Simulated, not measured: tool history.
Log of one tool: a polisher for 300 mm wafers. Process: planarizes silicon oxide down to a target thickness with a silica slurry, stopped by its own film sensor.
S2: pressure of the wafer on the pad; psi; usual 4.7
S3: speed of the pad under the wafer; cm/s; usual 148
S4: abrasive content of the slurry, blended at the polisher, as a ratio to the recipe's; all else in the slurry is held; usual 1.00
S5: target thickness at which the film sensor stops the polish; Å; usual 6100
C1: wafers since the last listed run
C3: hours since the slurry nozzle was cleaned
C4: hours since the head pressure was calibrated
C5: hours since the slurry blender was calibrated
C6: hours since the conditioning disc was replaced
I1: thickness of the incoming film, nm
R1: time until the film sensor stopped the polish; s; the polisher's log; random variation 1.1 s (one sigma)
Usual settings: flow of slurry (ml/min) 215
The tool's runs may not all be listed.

{"run": 1, "hour": 0.0, "flow of slurry (ml/min)": 215, "S2": 4.7, "S3": 148, "S4": 1.0, "S5": 6100, "C1": 0, "wafers polished on this pad": 69, "C3": 633.3, "C4": 487.1, "C5": 6.2, "C6": 398.2, "I1": 1108.8, "R1": 114.1}
{"run": 2, "hour": 23.9, "flow of slurry (ml/min)": 215, "S2": 4.7, "S3": 108, "S4": 1.0, "S5": 6100, "C1": 146, "wafers polished on this pad": 216, "C3": 657.2, "C4": 511.0, "C5": 30.1, "C6": 422.1, "I1": 1106.7, "R1": 143.9}
{"run": 3, "hour": 37.1, "flow of slurry (ml/min)": 215, "S2": 4.7, "S3": 108, "S4": 1.0, "S5": 6100, "C1": 81, "wafers polished on this pad": 297, "C3": 670.4, "C4": 524.2, "C5": 43.3, "C6": 435.3, "I1": 1106.0, "R1": 145.6}
{"run": 4, "hour": 70.1, "flow of slurry (ml/min)": 215, "S2": 4.7, "S3": 148, "S4": 1.0, "S5": 6720, "C1": 202, "wafers polished on this pad": 500, "C3": 703.4, "C4": 557.2, "C5": 76.3, "C6": 468.3, "I1": 1113.0, "R1": 101.9}
{"run": 5, "hour": 83.8, "flow of slurry (ml/min)": 215, "S2": 4.7, "S3": 148, "S4": 1.0, "S5": 6720, "C1": 84, "wafers polished on this pad": 584, "C3": 717.1, "C4": 570.9, "C5": 90.0, "C6": 482.0, "I1": 1103.0, "R1": 98.5}
{"run": 6, "hour": 101.5, "flow of slurry (ml/min)": 215, "S2": 4.7, "S3": 148, "S4": 1.0, "S5": 6100, "C1": 108, "wafers polished on this pad": 693, "C3": 734.8, "C4": 588.6, "C5": 107.7, "C6": 499.7, "I1": 1092.9, "R1": 109.6}
{"run": 7, "hour": 128.1, "flow of slurry (ml/min)": 215, "S2": 4.7, "S3": 148, "S4": 1.0, "S5": 6100, "C1": 163, "wafers polished on this pad": 857, "C3": 761.4, "C4": 615.2, "C5": 134.3, "C6": 526.3, "I1": 1090.5, "R1": 110.9}
{"hour": 141.6, "done": "worn pad replaced by a new one"}
{"hour": 148.2, "done": "conditioning disc replaced and pad reconditioned"}
{"run": 8, "hour": 157.4, "flow of slurry (ml/min)": 215, "S2": 4.7, "S3": 148, "S4": 1.0, "S5": 6100, "C1": 143, "wafers polished on this pad": 84, "C3": 790.7, "C4": 644.5, "C5": 163.6, "C6": 9.2, "I1": 1104.7, "R1": 113.5}
{"run": 9, "hour": 186.5, "flow of slurry (ml/min)": 260, "S2": 4.7, "S3": 186, "S4": 1.25, "S5": 4410, "C1": 178, "wafers polished on this pad": 263, "C3": 819.8, "C4": 673.6, "C5": 192.7, "C6": 38.3, "I1": 1099.3, "R1": 112.7}
{"hour": 198.4, "done": "slurry nozzle cleaned"}
{"run": 10, "hour": 203.0, "flow of slurry (ml/min)": 215, "S2": 4.7, "S3": 148, "S4": 1.0, "S5": 6100, "C1": 95, "wafers polished on this pad": 358, "C3": 4.6, "C4": 690.1, "C5": 209.2, "C6": 54.8, "I1": 1124.1, "R1": 124.4}
{"run": 11, "hour": 219.9, "flow of slurry (ml/min)": 285, "S2": 4.2, "S3": 148, "S4": 1.0, "S5": 4460, "C1": 103, "wafers polished on this pad": 462, "C3": 21.5, "C4": 707.0, "C5": 226.1, "C6": 71.7, "I1": 1105.7, "R1": 171.7}
{"hour": 237.1, "done": "slurry blender recalibrated"}
{"hour": 238.7, "done": "head pressure recalibrated"}
{"run": 12, "hour": 243.3, "flow of slurry (ml/min)": 215, "S2": 3.3, "S3": 168, "S4": 0.7, "S5": 6100, "C1": 121, "wafers polished on this pad": 584, "C3": 44.9, "C4": 4.6, "C5": 6.2, "C6": 95.1, "I1": 1100.9, "R1": 188.1}
{"run": 13, "hour": 273.7, "flow of slurry (ml/min)": 235, "S2": 4.7, "S3": 148, "S4": 1.1, "S5": 5150, "C1": 186, "wafers polished on this pad": 771, "C3": 75.3, "C4": 35.0, "C5": 36.6, "C6": 125.5, "I1": 1094.6, "R1": 126.3}
{"run": 14, "hour": 299.1, "flow of slurry (ml/min)": 275, "S2": 5.6, "S3": 148, "S4": 1.0, "S5": 6100, "C1": 156, "wafers polished on this pad": 927, "C3": 100.7, "C4": 60.4, "C5": 62.0, "C6": 150.9, "I1": 1116.7, "R1": 96.5}
{"hour": 317.7, "done": "worn pad replaced by a new one"}
{"run": 15, "hour": 334.9, "flow of slurry (ml/min)": 215, "S2": 4.7, "S3": 148, "S4": 1.0, "S5": 6100, "C1": 195, "wafers polished on this pad": 105, "C3": 136.5, "C4": 96.2, "C5": 97.8, "C6": 186.7, "I1": 1111.6, "R1": 117.7}
{"run": 16, "hour": 365.1, "flow of slurry (ml/min)": 215, "S2": 4.7, "S3": 110, "S4": 0.75, "S5": 5480, "C1": 185, "wafers polished on this pad": 291, "C3": 166.7, "C4": 126.4, "C5": 128.0, "C6": 216.9, "I1": 1129.2, "R1": 212.4}
{"run": 17, "hour": 393.2, "flow of slurry (ml/min)": 215, "S2": 4.7, "S3": 148, "S4": 1.0, "S5": 6100, "C1": 172, "wafers polished on this pad": 463, "C3": 194.8, "C4": 154.5, "C5": 156.1, "C6": 245.0, "I1": 1117.6, "R1": 119.6}

The same runs without the tool's hidden state, with the same run-to-run variation:
The hidden state here: removal rate lost through wear of the pad, %; slurry flow missing at the pad, %; deviation of the head's pressure from its setpoint, %; abrasive missing from the slurry, %; time polished since the conditioner stopped cutting, s.
run=1 R1=114.0
run=2 R1=143.8
run=3 R1=145.3
run=4 R1=101.3
run=5 R1=97.7
run=6 R1=108.3
run=7 R1=108.9
run=8 R1=110.5
run=9 R1=109.1
run=10 R1=118.8
run=11 R1=162.7
run=12 R1=183.9
run=13 R1=124.1
run=14 R1=94.4
run=15 R1=114.5
run=16 R1=203.6
run=17 R1=114.5
